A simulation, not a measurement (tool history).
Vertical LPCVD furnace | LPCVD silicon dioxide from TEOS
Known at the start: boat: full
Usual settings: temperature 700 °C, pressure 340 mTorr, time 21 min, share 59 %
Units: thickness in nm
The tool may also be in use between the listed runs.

| run | hour | temperature | pressure | time | share | wafers since the last listed run | hours since the last temperature calibration | hours since the pressure gauge was zeroed | hours since the TEOS flow controller was replaced | hours since the gauge calibration | read-back reference wafer on the same gauge, thickness | thickness |
|---|---|---|---|---|---|---|---|---|---|---|---|---|
| 1 | 0 | 700 | 340 | 21 | 59 | 0 | 2958.2 | 4759 | 1778.9 | 62.7 | 159.09 | 161.53 |
| 2 | 8.1 | 700 | 340 | 21 | 59 | 78 | 2966.3 | 4767.1 | 1787 | 70.8 | 159 | 161.2 |
| 3 | 24.2 | 700 | 340 | 21 | 59 | 156 | 2982.4 | 4783.2 | 1803.1 | 86.9 | 158.96 | 161.64 |
| 4 | 42.2 | 700 | 340 | 21 | 59 | 175 | 3000.4 | 4801.2 | 1821.1 | 104.9 | 158.97 | 161.11 |
| 5 | 57.5 | 700 | 340 | 21 | 59 | 149 | 3015.7 | 4816.5 | 1836.4 | 120.2 | 158.95 | 161.24 |
| 6 | 66.6 | 700 | 340 | 21 | 59 | 88 | 3024.8 | 4825.6 | 1845.5 | 129.3 | 159.01 | 161.39 |
| 7 | 78.6 | 700 | 340 | 21 | 59 | 116 | 3036.8 | 4837.6 | 1857.5 | 141.3 | 159.02 | 161.29 |
|  | 84.5 | gauge calibrated |
| 8 | 95.3 | 700 | 315 | 21 | 59 | 162 | 3053.5 | 4854.3 | 1874.2 | 10.8 | 159.03 | 155.26 |
| 9 | 105.5 | 700 | 315 | 21 | 59 | 99 | 3063.7 | 4864.5 | 1884.4 | 21 | 159 | 155.5 |
| 10 | 112.7 | 700 | 315 | 21 | 59 | 70 | 3070.9 | 4871.7 | 1891.6 | 28.2 | 158.99 | 155.96 |
| 11 | 125.6 | 700 | 340 | 15 | 52 | 125 | 3083.8 | 4884.6 | 1904.5 | 41.1 | 159.03 | 108.39 |
|  | 158.5 | thermocouples replaced and temperature profile calibrated |
|  | 171.3 | pressure gauge zeroed |
| 12 | 171.8 | 700 | 340 | 15 | 52 | 92 | 13.3 | 0.5 | 1950.7 | 87.3 | 158.99 | 97.79 |
| 13 | 175.7 | 695 | 405 | 19 | 48 | 38 | 17.2 | 4.4 | 1954.6 | 91.2 | 159.03 | 116.18 |
| 14 | 179.7 | 712 | 340 | 21 | 69 | 38 | 21.2 | 8.4 | 1958.6 | 95.2 | 159.01 | 208.07 |
| 15 | 183.7 | 694 | 380 | 25 | 64 | 38 | 25.2 | 12.4 | 1962.6 | 99.2 | 159.03 | 167.12 |
| 16 | 187.7 | 700 | 360 | 21 | 49 | 38 | 29.2 | 16.4 | 1966.6 | 103.2 | 159 | 137.48 |
| 17 | 199.5 | 700 | 340 | 21 | 59 | 115 | 41 | 28.2 | 1978.4 | 115 | 158.94 | 146.43 |
|  | 231 | TEOS flow controller replaced |
|  | 234.9 | gauge calibrated |
| 18 | 235.5 | 691 | 420 | 25 | 49 | 116 | 77 | 64.2 | 4.5 | 0.6 | 158.99 | 142.87 |
| 19 | 246.8 | 700 | 340 | 27.5 | 65 | 110 | 88.3 | 75.5 | 15.8 | 11.9 | 159.07 | 201.99 |
| 20 | 258.6 | 700 | 340 | 21 | 59 | 115 | 100.1 | 87.3 | 27.6 | 23.7 | 158.95 | 147.02 |
| 21 | 267 | 700 | 340 | 21 | 59 | 81 | 108.5 | 95.7 | 36 | 32.1 | 159.07 | 147.3 |
| 22 | 284.2 | 700 | 340 | 21 | 59 | 167 | 125.7 | 112.9 | 53.2 | 49.3 | 159 | 147.5 |
| 23 | 290.9 | 700 | 405 | 25.5 | 59 | 65 | 132.4 | 119.6 | 59.9 | 56 | 159.01 | 194.82 |
| 24 | 299.4 | 700 | 340 | 21 | 59 | 82 | 140.9 | 128.1 | 68.4 | 64.5 | 159 | 147.12 |
| 25 | 315.8 | 700 | 340 | 13 | 59 | 159 | 157.3 | 144.5 | 84.8 | 80.9 | 158.99 | 90.99 |

Forecast each of these 3 alternatives for the next run:
| A | 319.9 | 700 | 340 | 21 | 59 | 39 | 161.4 | 148.6 | 88.9 | 85 | ? | ? |
| B | 319.9 | 700 | 340 | 18 | 59 | 39 | 161.4 | 148.6 | 88.9 | 85 | ? | ? |
| C | 319.9 | 700 | 340 | 21 | 68 | 39 | 161.4 | 148.6 | 88.9 | 85 | ? | ? |

| run | read-back reference wafer on the same gauge, thickness | thickness |
|---|---|---|
| A | 159.01 | 146.39 |
| B | 159.01 | 125.48 |
| C | 159.01 | 157.16 |
Without the tool's hidden state the same runs would have given:
| run | thickness |
|---|---|
| A | 145.58 |
| B | 124.78 |
| C | 156.29 |

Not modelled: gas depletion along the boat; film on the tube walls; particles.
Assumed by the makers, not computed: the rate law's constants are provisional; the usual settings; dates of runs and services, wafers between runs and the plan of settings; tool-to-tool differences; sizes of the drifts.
